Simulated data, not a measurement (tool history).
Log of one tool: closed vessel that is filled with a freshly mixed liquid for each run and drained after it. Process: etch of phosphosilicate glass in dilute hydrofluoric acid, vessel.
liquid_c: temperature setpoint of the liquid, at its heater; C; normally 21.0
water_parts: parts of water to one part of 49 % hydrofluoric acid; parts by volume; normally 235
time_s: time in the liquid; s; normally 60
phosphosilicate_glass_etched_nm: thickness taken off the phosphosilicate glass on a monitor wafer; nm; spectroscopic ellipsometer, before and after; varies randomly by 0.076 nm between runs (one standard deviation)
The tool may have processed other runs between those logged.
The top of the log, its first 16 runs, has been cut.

run,day,liquid_c,water_parts,time_s,wafers since the last listed run,hours since the thermometer was replaced,hours since the hydrofluoric acid flow meter was replaced,hours since the gauge calibration,"read-back film thickness of the phosphosilicate glass reference wafer, read on the same gauge (nm)",phosphosilicate_glass_etched_nm
17,8.188,17.5,290,80,797,192.1,24.8,148.0,120.01,18.30
18,8.908,25.0,235,30,1266,209.4,42.1,165.3,119.99,11.74
19,9.567,21.0,235,75,1156,225.2,57.9,181.1,120.02,25.37
20,10.262,21.0,235,85,1222,241.9,74.6,197.8,120.02,28.88
21,10.812,21.0,235,60,966,255.1,87.8,211.0,120.00,20.30
22,11.404,24.5,290,30,1039,269.3,102.0,225.2,119.99,8.87
# day 11.554: hydrofluoric acid flow meter replaced, repeated, since the last time left the tool worse
23,12.521,21.0,150,60,1888,296.1,23.2,252.0,119.99,32.62
24,13.029,21.0,155,95,893,308.3,35.4,264.2,120.00,49.55
25,13.429,17.0,305,85,702,317.9,45.0,273.8,120.00,16.90
26,13.838,21.0,235,60,717,327.7,54.8,283.6,120.01,19.25
27,14.425,24.5,235,60,1032,341.8,68.9,297.7,120.01,21.90
28,14.879,21.0,275,60,797,352.7,79.8,308.6,120.00,15.92
29,15.217,21.0,310,80,592,360.8,87.9,316.7,119.98,18.03

Run 30 is up next; what results do you expect?
30,15.696,21.0,235,60,841,372.3,99.4,328.2,?,?

read-back film thickness of the phosphosilicate glass reference wafer, read on the same gauge (nm): 120.01
phosphosilicate_glass_etched_nm: 19.22 nm
The same run, on a tool lacking any hidden state, would have yielded phosphosilicate_glass_etched_nm 19.06 nm.
